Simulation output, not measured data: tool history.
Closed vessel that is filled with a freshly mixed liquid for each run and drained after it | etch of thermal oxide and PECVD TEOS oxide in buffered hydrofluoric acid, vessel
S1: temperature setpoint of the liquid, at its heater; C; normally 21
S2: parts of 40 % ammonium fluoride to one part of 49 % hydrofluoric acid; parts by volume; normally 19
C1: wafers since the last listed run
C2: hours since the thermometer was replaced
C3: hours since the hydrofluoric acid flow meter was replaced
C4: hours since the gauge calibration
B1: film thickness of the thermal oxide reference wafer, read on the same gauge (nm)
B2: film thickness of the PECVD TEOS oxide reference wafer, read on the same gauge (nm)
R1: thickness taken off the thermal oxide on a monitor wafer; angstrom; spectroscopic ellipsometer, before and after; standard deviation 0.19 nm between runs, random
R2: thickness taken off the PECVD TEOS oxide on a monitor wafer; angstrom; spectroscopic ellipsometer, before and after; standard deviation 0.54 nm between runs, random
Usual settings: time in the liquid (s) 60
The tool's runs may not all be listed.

run 1 hour=0 | S1=21 S2=19 time_in_the_liquid_(s)=60 | C1=0 C2=2529.9 C3=1693.1 C4=201.1 | B1=119.97 B2=130.03 | R1=249.9 R2=586.9
run 2 hour=27.7 | S1=21 S2=19 time_in_the_liquid_(s)=60 | C1=2919 C2=2557.6 C3=1720.8 C4=228.8 | B1=119.98 B2=130.03 | R1=249.4 R2=573.2
run 3 hour=61.4 | S1=18.5 S2=19 time_in_the_liquid_(s)=60 | C1=3552 C2=2591.3 C3=1754.5 C4=262.5 | B1=120.01 B2=130.03 | R1=215.8 R2=506
run 4 hour=108.9 | S1=18.5 S2=19 time_in_the_liquid_(s)=60 | C1=5006 C2=2638.8 C3=1802 C4=310 | B1=119.97 B2=130 | R1=215.5 R2=497.3
run 5 hour=142.6 | S1=21 S2=19 time_in_the_liquid_(s)=60 | C1=3552 C2=2672.5 C3=1835.7 C4=343.7 | B1=120.03 B2=130 | R1=245.4 R2=571.7
run 6 hour=186.9 | S1=21 S2=19 time_in_the_liquid_(s)=60 | C1=4669 C2=2716.8 C3=1880 C4=388 | B1=119.99 B2=130.03 | R1=246.4 R2=572.2
run 7 hour=223.9 | S1=21 S2=19 time_in_the_liquid_(s)=60 | C1=3900 C2=2753.8 C3=1917 C4=425 | B1=119.98 B2=130.01 | R1=243.2 R2=571.7
run 8 hour=261.3 | S1=21 S2=23.5 time_in_the_liquid_(s)=60 | C1=3942 C2=2791.2 C3=1954.4 C4=462.4 | B1=119.98 B2=130.02 | R1=209.9 R2=488.4
-- hour=283.5 gauge calibrated
run 9 hour=292.4 | S1=21 S2=23.5 time_in_the_liquid_(s)=60 | C1=3278 C2=2822.3 C3=1985.5 C4=8.9 | B1=119.98 B2=129.99 | R1=210.9 R2=489.5
run 10 hour=335.6 | S1=21 S2=13 time_in_the_liquid_(s)=60 | C1=4553 C2=2865.5 C3=2028.7 C4=52.1 | B1=120.02 B2=130.02 | R1=343.1 R2=798.1
run 11 hour=395.8 | S1=21 S2=19 time_in_the_liquid_(s)=60 | C1=6345 C2=2925.7 C3=2088.9 C4=112.3 | B1=120 B2=130.01 | R1=242.5 R2=568.5
run 12 hour=435.2 | S1=21 S2=19 time_in_the_liquid_(s)=40 | C1=4153 C2=2965.1 C3=2128.3 C4=151.7 | B1=120.03 B2=129.99 | R1=160.7 R2=370.4
run 13 hour=476.2 | S1=18 S2=22.5 time_in_the_liquid_(s)=80 | C1=4321 C2=3006.1 C3=2169.3 C4=192.7 | B1=120.07 B2=130.01 | R1=240.3 R2=560.8
-- hour=567.7 hydrofluoric acid flow meter replaced
run 14 hour=584.2 | S1=25.5 S2=25 time_in_the_liquid_(s)=90 | C1=11278 C2=3114.1 C3=16.5 C4=300.7 | B1=120 B2=130.02 | R1=418.9 R2=973.4
-- hour=600.1 thermometer replaced
run 15 hour=654.2 | S1=22.5 S2=17 time_in_the_liquid_(s)=30 | C1=7273 C2=54.1 C3=86.5 C4=370.7 | B1=120 B2=130.02 | R1=178.1 R2=412.5
run 16 hour=720.2 | S1=21 S2=19 time_in_the_liquid_(s)=60 | C1=6956 C2=120.1 C3=152.5 C4=436.7 | B1=119.95 B2=129.99 | R1=290.6 R2=677.7
run 17 hour=763.8 | S1=21 S2=22.5 time_in_the_liquid_(s)=45 | C1=4595 C2=163.7 C3=196.1 C4=480.3 | B1=120 B2=129.99 | R1=192 R2=448.5
-- hour=775.1 gauge calibrated
run 18 hour=834.1 | S1=21 S2=21 time_in_the_liquid_(s)=45 | C1=7410 C2=234 C3=266.4 C4=59 | B1=120.01 B2=130 | R1=198.6 R2=463.2

Here are 4 independent what-if runs from the current tool condition. What would each one return?
run A hour=834.8 | S1=21 S2=19 time_in_the_liquid_(s)=60 | C1=73 C2=234.7 C3=267.1 C4=59.7 | B1=? B2=? | R1=? R2=?
run B hour=834.8 | S1=26 S2=23 time_in_the_liquid_(s)=30 | C1=73 C2=234.7 C3=267.1 C4=59.7 | B1=? B2=? | R1=? R2=?
run C hour=834.8 | S1=21 S2=15 time_in_the_liquid_(s)=70 | C1=73 C2=234.7 C3=267.1 C4=59.7 | B1=? B2=? | R1=? R2=?
run D hour=834.8 | S1=21 S2=14.5 time_in_the_liquid_(s)=70 | C1=73 C2=234.7 C3=267.1 C4=59.7 | B1=? B2=? | R1=? R2=?

run=A B1=119.99 B2=129.98 R1=287.2 R2=681.2
run=B B1=119.99 B2=129.98 R1=164.7 R2=390.6
run=C B1=119.99 B2=129.98 R1=423 R2=1003.4
run=D B1=119.99 B2=129.98 R1=437.3 R2=1037.4
Without the tool's unlogged condition, the same runs would have read:
run=A R1=304.6 R2=722.5
run=B R1=173.1 R2=410.6
run=C R1=448.6 R2=1064.1
run=D R1=463.8 R2=1100.2

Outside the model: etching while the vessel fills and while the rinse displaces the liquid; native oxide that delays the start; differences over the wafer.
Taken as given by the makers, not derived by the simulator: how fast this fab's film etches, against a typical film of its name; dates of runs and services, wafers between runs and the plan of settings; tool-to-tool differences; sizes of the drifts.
